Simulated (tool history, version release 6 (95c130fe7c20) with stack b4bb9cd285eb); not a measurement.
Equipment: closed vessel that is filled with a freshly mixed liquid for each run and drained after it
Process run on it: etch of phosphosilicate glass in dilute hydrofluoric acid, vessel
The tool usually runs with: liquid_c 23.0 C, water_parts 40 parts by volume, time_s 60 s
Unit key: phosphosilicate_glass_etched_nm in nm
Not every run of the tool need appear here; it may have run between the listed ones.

run,hour,liquid_c,water_parts,time_s,"read-back film thickness of the phosphosilicate glass reference wafer, read on the same gauge (nm)",phosphosilicate_glass_etched_nm
1,0.0,23.0,40,60,130.00,202.58
2,60.9,23.0,40,60,130.03,205.87
3,98.9,23.0,40,60,130.00,205.03
4,184.6,23.0,30,50,130.00,228.54
5,288.0,23.0,40,60,130.01,203.64
# hour 377.2: thermometer replaced
# hour 384.4: hydrofluoric acid flow meter replaced
6,387.7,23.0,40,60,130.02,192.21
7,485.6,23.0,40,60,129.98,190.45
# hour 534.5: thermometer replaced, repeated, since the last time left the tool worse
8,566.6,23.0,20,60,129.99,445.79
# hour 610.9: gauge calibrated
9,654.0,19.0,50,40,130.01,95.51
10,728.4,21.0,30,85,129.99,375.19
11,814.3,23.0,40,60,130.00,215.13
12,873.0,23.0,40,60,129.97,214.88
13,963.0,23.0,40,60,130.02,212.03
14,1058.1,20.0,50,40,130.00,97.66
15,1163.0,26.5,50,35,129.99,111.18

Branching from run 15: 5 alternative next runs. What would each branch give?
A,1163.7,19.5,40,60,?,?
B,1163.7,28.0,25,60,?,?
C,1163.7,19.0,40,80,?,?
D,1163.7,21.0,40,80,?,?
E,1163.7,23.0,30,80,?,?

run,"read-back film thickness of the phosphosilicate glass reference wafer, read on the same gauge (nm)",phosphosilicate_glass_etched_nm
A,129.99,182.54
B,129.99,426.16
C,129.99,238.17
D,129.99,259.61
E,129.99,381.64
With no hidden state in the tool, these same runs would have given:
run,phosphosilicate_glass_etched_nm
A,190.17
B,443.08
C,248.16
D,270.33
E,397.29

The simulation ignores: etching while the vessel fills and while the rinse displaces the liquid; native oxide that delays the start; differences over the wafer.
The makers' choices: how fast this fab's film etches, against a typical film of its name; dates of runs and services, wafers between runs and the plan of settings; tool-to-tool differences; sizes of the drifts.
